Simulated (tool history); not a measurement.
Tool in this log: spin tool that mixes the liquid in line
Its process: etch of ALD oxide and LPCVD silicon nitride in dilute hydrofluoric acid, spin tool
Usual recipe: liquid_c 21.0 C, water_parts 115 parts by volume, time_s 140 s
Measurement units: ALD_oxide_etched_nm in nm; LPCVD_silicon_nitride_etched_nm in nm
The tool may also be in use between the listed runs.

run	day	liquid_c	water_parts	time_s	read-back film thickness of the ALD oxide reference wafer, read on the same gauge (nm)	read-back film thickness of the LPCVD silicon nitride reference wafer, read on the same gauge (nm)	ALD_oxide_etched_nm	LPCVD_silicon_nitride_etched_nm
1	0.000	21.0	115	140	50.00	50.001	14.05	0.497
2	7.433	21.0	115	195	49.98	50.020	19.46	0.793
3	8.812	21.0	115	195	49.99	50.000	19.45	0.665
4	10.592	21.0	115	140	49.97	49.989	13.80	0.518
5	12.758	21.0	115	140	49.97	49.992	13.72	0.465
6	14.458	21.0	115	140	50.03	50.023	13.72	0.472
7	16.650	25.0	115	165	50.03	50.012	19.04	0.739
8	17.992	25.0	115	165	50.02	50.010	19.00	0.829
# day 20.338: gauge calibrated
9	20.546	21.0	115	140	50.02	50.006	13.71	0.529
10	21.908	21.0	75	105	50.07	49.997	16.45	0.566
11	22.971	21.0	115	105	49.98	49.997	10.25	0.368
# day 25.867: thermometer replaced
12	25.942	21.0	115	140	49.99	49.969	13.63	0.561
13	28.825	21.0	115	110	50.00	50.013	10.70	0.408
14	33.883	21.0	115	140	50.02	50.004	13.43	0.494
# day 34.379: hydrofluoric acid flow meter replaced
15	35.733	21.0	115	140	50.01	49.999	14.78	0.514
16	37.108	19.0	115	85	50.02	50.003	8.34	0.315
17	38.125	25.5	85	200	49.96	49.993	35.24	1.271
18	40.729	24.0	115	140	49.95	49.999	16.32	0.669
19	42.704	21.0	90	70	49.97	49.996	9.57	0.339
20	44.612	17.0	80	140	50.05	49.991	18.64	0.586
21	46.146	21.0	115	140	49.99	49.993	14.63	0.532
22	48.933	17.0	115	200	50.03	49.982	17.63	0.527
23	50.546	21.0	115	220	50.02	49.996	22.74	0.810
24	52.638	22.5	60	185	50.02	49.988	41.48	1.643
25	54.350	19.0	150	205	49.96	50.022	14.31	0.530

Here are 3 independent what-if runs from the current tool condition. What would each one return?
A	54.371	21.0	115	140	?	?	?	?
B	54.371	21.0	85	110	?	?	?	?
C	54.371	21.0	140	140	?	?	?	?

run	read-back film thickness of the ALD oxide reference wafer, read on the same gauge (nm)	read-back film thickness of the LPCVD silicon nitride reference wafer, read on the same gauge (nm)	ALD_oxide_etched_nm	LPCVD_silicon_nitride_etched_nm
A	49.96	50.001	14.36	0.549
B	49.96	50.001	15.80	0.580
C	49.96	50.001	11.47	0.453
Without the tool's unlogged condition, the same runs would have read:
run	ALD_oxide_etched_nm	LPCVD_silicon_nitride_etched_nm
A	14.67	0.559
B	16.13	0.591
C	11.72	0.462
